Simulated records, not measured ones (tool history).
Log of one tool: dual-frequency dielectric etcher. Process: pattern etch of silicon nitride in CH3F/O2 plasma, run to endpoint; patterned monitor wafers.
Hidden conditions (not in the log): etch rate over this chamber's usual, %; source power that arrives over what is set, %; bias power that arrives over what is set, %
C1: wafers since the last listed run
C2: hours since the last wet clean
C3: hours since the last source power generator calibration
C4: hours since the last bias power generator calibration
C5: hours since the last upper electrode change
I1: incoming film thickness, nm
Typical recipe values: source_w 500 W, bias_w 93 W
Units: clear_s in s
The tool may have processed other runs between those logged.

Run 1, day 0: usual settings; C1 0; C2 263.8; C3 1460.1; C4 4189.5; C5 4767.4; I1 56.8. Result: clear_s 56.6 s.
Run 2, day 0.396: usual settings; C1 85; C2 273.3; C3 1469.6; C4 4199; C5 4776.9; I1 57.7. Result: clear_s 57.7 s.
Run 3, day 0.954: usual settings; C1 120; C2 286.7; C3 1483; C4 4212.4; C5 4790.3; I1 57.6. Result: clear_s 56.8 s.
Run 4, day 1.362: usual settings; C1 87; C2 296.5; C3 1492.8; C4 4222.2; C5 4800.1; I1 57.2. Result: clear_s 56.6 s.
Run 5, day 2.796: usual settings; C1 308; C2 330.9; C3 1527.2; C4 4256.6; C5 4834.5; I1 57. Result: clear_s 57.5 s.
Run 6, day 3.196: usual settings; C1 86; C2 340.5; C3 1536.8; C4 4266.2; C5 4844.1; I1 57.3. Result: clear_s 57.2 s.
Run 7, day 3.471: usual settings; C1 59; C2 347.1; C3 1543.4; C4 4272.8; C5 4850.7; I1 57.3. Result: clear_s 57.1 s.
Run 8, day 4.033: usual settings; C1 121; C2 360.6; C3 1556.9; C4 4286.3; C5 4864.2; I1 57.2. Result: clear_s 57.2 s.
Run 9, day 4.35: usual settings; C1 68; C2 368.2; C3 1564.5; C4 4293.9; C5 4871.8; I1 57. Result: clear_s 57.8 s.
Run 10, day 4.754: usual settings; C1 87; C2 377.9; C3 1574.2; C4 4303.6; C5 4881.5; I1 57.3. Result: clear_s 58.1 s.
Run 11, day 5.288: usual settings but bias_w 107 W; C1 114; C2 390.7; C3 1587; C4 4316.4; C5 4894.3; I1 57.1. Result: clear_s 53.7 s.
Run 12, day 5.762: usual settings but bias_w 107 W; C1 102; C2 402.1; C3 1598.4; C4 4327.8; C5 4905.7; I1 56.9. Result: clear_s 53.6 s.
At day 6.175: bias power generator calibrated.
Run 13, day 6.275: usual settings but source_w 600 W, bias_w 79 W; C1 74; C2 414.4; C3 1610.7; C4 2.4; C5 4918; I1 56.9. Result: clear_s 57.6 s.
Run 14, day 6.625: usual settings but source_w 590 W, bias_w 103 W; C1 75; C2 422.8; C3 1619.1; C4 10.8; C5 4926.4; I1 57.1. Result: clear_s 52.1 s.
At day 7.642: wet clean of the chamber.
At day 8.475: upper electrode replaced.
Run 15, day 8.496: usual settings; C1 8; C2 20.5; C3 1664; C4 55.7; C5 0.5; I1 56.9. Result: clear_s 59.5 s.
Run 16, day 8.512: usual settings but source_w 400 W, bias_w 76 W; C1 3; C2 20.9; C3 1664.4; C4 56.1; C5 0.9; I1 56.6. Result: clear_s 69.9 s.
Run 17, day 8.525: usual settings but source_w 400 W, bias_w 116 W; C1 2; C2 21.2; C3 1664.7; C4 56.4; C5 1.2; I1 57.7. Result: clear_s 58 s.
At day 8.829: source power generator calibrated.
At day 9.6: wet clean of the chamber, repeated, since the last time left the tool worse.
Run 18, day 9.938: usual settings but source_w 610 W; C1 102; C2 8.1; C3 26.6; C4 90.3; C5 35.1; I1 57.1. Result: clear_s 52.7 s.
Run 19, day 10.508: usual settings but source_w 390 W, bias_w 72 W; C1 123; C2 21.8; C3 40.3; C4 104; C5 48.8; I1 58.2. Result: clear_s 69.2 s.
Run 20, day 11.083: usual settings but source_w 600 W, bias_w 114 W; C1 123; C2 35.6; C3 54.1; C4 117.8; C5 62.6; I1 57.2. Result: clear_s 47.9 s.
Run 21, day 11.667: usual settings; C1 125; C2 49.6; C3 68.1; C4 131.8; C5 76.6; I1 57.6. Result: clear_s 56.4 s.
Run 22, day 11.933: usual settings but source_w 450 W; C1 57; C2 56; C3 74.5; C4 138.2; C5 83; I1 56.8. Result: clear_s 57.4 s.
Run 23, day 12.258: usual settings but source_w 610 W, bias_w 99 W; C1 70; C2 63.8; C3 82.3; C4 146; C5 90.8; I1 57.1. Result: clear_s 50.6 s.
Run 24, day 12.612: usual settings but source_w 600 W, bias_w 110 W; C1 76; C2 72.3; C3 90.8; C4 154.5; C5 99.3; I1 57.2. Result: clear_s 49.5 s.
Run 25, day 13.012: usual settings but source_w 460 W; C1 86; C2 81.9; C3 100.4; C4 164.1; C5 108.9; I1 57.1. Result: clear_s 58 s.

Predict each of these 3 candidate next runs independently; none follows another, all start after run 25:
Run A, day 13.033: usual settings; C1 4; C2 82.4; C3 100.9; C4 164.6; C5 109.4; I1 57.2. Result: clear_s ?.
Run B, day 13.033: usual settings but bias_w 82 W; C1 4; C2 82.4; C3 100.9; C4 164.6; C5 109.4; I1 57.2. Result: clear_s ?.
Run C, day 13.033: usual settings but source_w 600 W, bias_w 83 W; C1 4; C2 82.4; C3 100.9; C4 164.6; C5 109.4; I1 57.2. Result: clear_s ?.

run  clear_s
  A     55.7
  B       59
  C     55.3
Take away the tool's hidden state, keep each run's random variation, and the runs would have read:
run  clear_s
  A     55.1
  B     58.3
  C     54.6
